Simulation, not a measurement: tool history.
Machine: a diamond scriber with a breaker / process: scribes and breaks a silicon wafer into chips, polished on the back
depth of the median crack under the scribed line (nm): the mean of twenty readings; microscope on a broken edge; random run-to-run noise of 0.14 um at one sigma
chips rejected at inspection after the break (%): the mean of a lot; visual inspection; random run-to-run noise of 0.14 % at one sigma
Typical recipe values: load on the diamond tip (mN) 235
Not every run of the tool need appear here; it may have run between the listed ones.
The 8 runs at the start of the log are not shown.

| run | hour | load on the diamond tip (mN) | wafers since the last listed run | hours since the diamond tip was replaced | hours since the load on the tip was calibrated | incoming depth of the damage left on the back of the incoming wafer, um | depth of the median crack under the scribed line (nm) | chips rejected at inspection after the break (%) |
|---|---|---|---|---|---|---|---|---|
| 9 | 417.1 | 235 | 58 | 153.8 | 890.9 | 0.05 | 8900 | 4.48 |
| 10 | 463.0 | 235 | 100 | 199.7 | 936.8 | 0.04 | 8390 | 5.05 |
| 11 | 527.9 | 235 | 142 | 264.6 | 1001.7 | 0.05 | 8190 | 6.03 |
| 12 | 560.9 | 235 | 72 | 297.6 | 1034.7 | 0.04 | 8300 | 7.04 |
| 13 | 618.6 | 235 | 126 | 355.3 | 1092.4 | 0.04 | 7910 | 6.89 |
| 14 | 657.9 | 235 | 86 | 394.6 | 1131.7 | 0.03 | 7870 | 7.79 |
|  | 692.8 | diamond tip replaced by a new one |
| 15 | 725.0 | 235 | 143 | 32.2 | 1198.8 | 0.04 | 9070 | 3.10 |
| 16 | 793.1 | 235 | 149 | 100.3 | 1266.9 | 0.03 | 8460 | 4.36 |
| 17 | 829.8 | 258 | 80 | 137.0 | 1303.6 | 0.05 | 9430 | 2.27 |
| 18 | 856.2 | 235 | 58 | 163.4 | 1330.0 | 0.02 | 8410 | 5.81 |
| 19 | 895.7 | 213 | 86 | 202.9 | 1369.5 | 0.04 | 7350 | 12.45 |
| 20 | 938.9 | 188 | 94 | 246.1 | 1412.7 | 0.02 | 6120 | 27.32 |
| 21 | 1010.8 | 235 | 158 | 318.0 | 1484.6 | 0.02 | 8000 | 8.51 |
| 22 | 1079.9 | 235 | 151 | 387.1 | 1553.7 | 0.01 | 7800 | 9.77 |
| 23 | 1142.1 | 297 | 136 | 449.3 | 1615.9 | 0.04 | 9770 | 1.77 |
|  | 1182.9 | load on the tip recalibrated |
| 24 | 1189.4 | 283 | 99 | 496.6 | 6.5 | 0.03 | 10120 | 1.85 |
|  | 1198.5 | diamond tip replaced by a new one |
| 25 | 1225.3 | 235 | 74 | 26.8 | 42.4 | 0.04 | 9370 | 2.00 |
| 26 | 1311.9 | 280 | 190 | 113.4 | 129.0 | 0.01 | 10730 | 3.03 |
| 27 | 1383.5 | 183 | 157 | 185.0 | 200.6 | 0.04 | 6170 | 26.42 |
| 28 | 1422.6 | 294 | 85 | 224.1 | 239.7 | 0.01 | 10640 | 3.11 |
| 29 | 1473.4 | 235 | 111 | 274.9 | 290.5 | 0.03 | 8530 | 5.57 |
| 30 | 1534.4 | 300 | 134 | 335.9 | 351.5 | 0.03 | 10570 | 2.41 |

4 options for the next run, each taken on its own from the tool as it stands now. Forecast them:
| A | 1535.0 | 235 | 1 | 336.5 | 352.1 | 0.02 | ? | ? |
| B | 1535.0 | 268 | 1 | 336.5 | 352.1 | 0.02 | ? | ? |
| C | 1535.0 | 192 | 1 | 336.5 | 352.1 | 0.02 | ? | ? |
| D | 1535.0 | 208 | 1 | 336.5 | 352.1 | 0.02 | ? | ? |

| run | depth of the median crack under the scribed line (nm) | chips rejected at inspection after the break (%) |
|---|---|---|
| A | 8210 | 6.49 |
| B | 9450 | 2.13 |
| C | 6430 | 25.02 |
| D | 7120 | 15.97 |
The same runs, with their run-to-run variation unchanged, on a tool lacking any hidden condition would have given:
| run | depth of the median crack under the scribed line (nm) | chips rejected at inspection after the break (%) |
|---|---|---|
| A | 9810 | 1.93 |
| B | 11290 | 4.79 |
| C | 7690 | 10.29 |
| D | 8510 | 4.86 |

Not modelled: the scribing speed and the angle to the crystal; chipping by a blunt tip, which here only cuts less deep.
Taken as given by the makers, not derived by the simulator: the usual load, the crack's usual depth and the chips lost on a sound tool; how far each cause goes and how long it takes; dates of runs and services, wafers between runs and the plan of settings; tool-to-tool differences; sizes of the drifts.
